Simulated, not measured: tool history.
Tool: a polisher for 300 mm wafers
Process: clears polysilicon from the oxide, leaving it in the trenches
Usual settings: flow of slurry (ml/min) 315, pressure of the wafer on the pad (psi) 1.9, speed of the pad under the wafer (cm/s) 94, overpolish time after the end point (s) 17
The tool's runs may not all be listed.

run    hour  flow of slurry (ml/min)  pressure of the wafer on the pad (psi)  speed of the pad under the wafer (cm/s)  overpolish time after the end point (s)  wafers since the last listed run  wafers polished on this pad  hours since the slurry nozzle was cleaned  hours since the head pressure was calibrated  incoming thickness of the incoming film, nm  time until the end point was called (s)
  1       0                      315                                     1.9                                       94                                       17                                 0                         1228                                      543.5                                         649.4                                          670                                     69.2
        6.5  -- slurry nozzle cleaned
  2    54.3                      315                                     1.9                                       94                                       17                               232                         1461                                       47.8                                         703.7                                        652.5                                     65.9
       82.7  -- worn pad replaced by a new one
  3      97                      315                                     1.9                                       94                                       17                               168                           62                                       90.5                                         746.4                                        652.2                                     60.5
  4   128.8                      315                                     1.9                                       94                                       17                               138                          201                                      122.3                                         778.2                                        662.8                                     61.8
  5   193.1                      315                                     1.9                                       94                                       17                               280                          481                                      186.6                                         842.5                                        673.4                                     64.6
  6   243.5                      315                                     1.9                                       94                                       17                               219                          701                                        237                                         892.9                                        668.5                                     65.1
  7   279.8                      315                                     1.9                                       94                                       17                               158                          860                                      273.3                                         929.2                                        655.8                                     64.3
  8   330.6                      315                                     1.9                                       94                                       17                               221                         1081                                      324.1                                           980                                        667.2                                     65.6
  9   375.3                      315                                     1.9                                       94                                       17                               195                         1277                                      368.8                                        1024.7                                        659.2                                     67.7
      412.1  -- head pressure recalibrated
 10   432.4                      315                                     1.9                                       94                                       17                               240                         1517                                      425.9                                          20.3                                        665.9                                     71.2
      462.8  -- worn pad replaced by a new one
 11   487.1                      230                                     1.9                                       94                                       13                               221                          105                                      480.6                                            75                                        657.9                                     64.5
 12   537.7                      230                                     1.9                                       94                                       13                               220                          326                                      531.2                                         125.6                                        657.3                                     63.2
      549.9  -- slurry nozzle cleaned
 13   604.3                      315                                     2.1                                       94                                       17                               286                          613                                       54.4                                         192.2                                        657.4                                     56.9
 14   634.1                      315                                     1.6                                       94                                       17                               130                          743                                       84.2                                           222                                        665.4                                     75.8
 15   677.4                      315                                     1.9                                       94                                       17                               188                          932                                      127.5                                         265.3                                        660.7                                     64.3
 16   721.7                      315                                     1.9                                       94                                       17                               193                         1125                                      171.8                                         309.6                                        656.3                                     65.5
 17   777.2                      315                                     1.9                                       76                                        8                               242                         1367                                      227.3                                         365.1                                        655.4                                     75.6
 18   814.6                      315                                     1.9                                       94                                       17                               163                         1531                                      264.7                                         402.5                                        667.8                                     71.9
      842.5  -- worn pad replaced by a new one
 19   849.5                      400                                     1.9                                       86                                       17                               134                           30                                      299.6                                         437.4                                          671                                       66
 20   878.7                      315                                     1.9                                       94                                       17                               127                          157                                      328.8                                         466.6                                        666.7                                     64.9
 21   938.4                      315                                     1.9                                       94                                       17                               260                          418                                      388.5                                         526.3                                        657.3                                     63.1
 22   966.3                      315                                     1.9                                      106                                       17                               121                          540                                      416.4                                         554.2                                        662.9                                       58
 23  1015.2                      270                                     1.9                                      104                                       22                               213                          753                                      465.3                                         603.1                                        654.8                                     61.2
 24  1042.7                      315                                     1.9                                       94                                       17                               120                          873                                      492.8                                         630.6                                        658.3                                     64.7
 25  1104.6                      315                                     2.6                                      120                                       17                               270                         1143                                      554.7                                         692.5                                        648.4                                     40.3
     1108.7  -- slurry nozzle cleaned
 26    1162                      315                                     1.9                                      118                                       17                               246                         1390                                       53.3                                         749.9                                        655.3                                     59.3
 27  1204.6                      315                                     1.9                                       94                                       17                               185                         1576                                       95.9                                         792.5                                        662.6                                     70.5
     1219.1  -- worn pad replaced by a new one
 28  1269.6                      315                                     2.5                                       68                                       17                               266                          220                                      160.9                                         857.5                                          660                                     56.9
 29  1310.3                      315                                     2.4                                       94                                        7                               177                          398                                      201.6                                         898.2                                        659.5                                       51
     1322.6  -- head pressure recalibrated
 30  1362.8                      270                                     1.9                                       94                                        9                               220                          618                                      254.1                                          40.2                                        660.6                                     65.7
 31  1387.9                      315                                     1.9                                       94                                       17                               109                          728                                      279.2                                          65.3                                        653.3                                     62.3

Forecast run 32:
 32  1445.3                      265                                     1.9                                      110                                       22                               250                          978                                      336.6                                         122.7                                        663.9                                        ?

Run 32 gave time until the end point was called (s) 60.8.
Without the tool's hidden state the same run would have given time until the end point was called (s) 57.2.

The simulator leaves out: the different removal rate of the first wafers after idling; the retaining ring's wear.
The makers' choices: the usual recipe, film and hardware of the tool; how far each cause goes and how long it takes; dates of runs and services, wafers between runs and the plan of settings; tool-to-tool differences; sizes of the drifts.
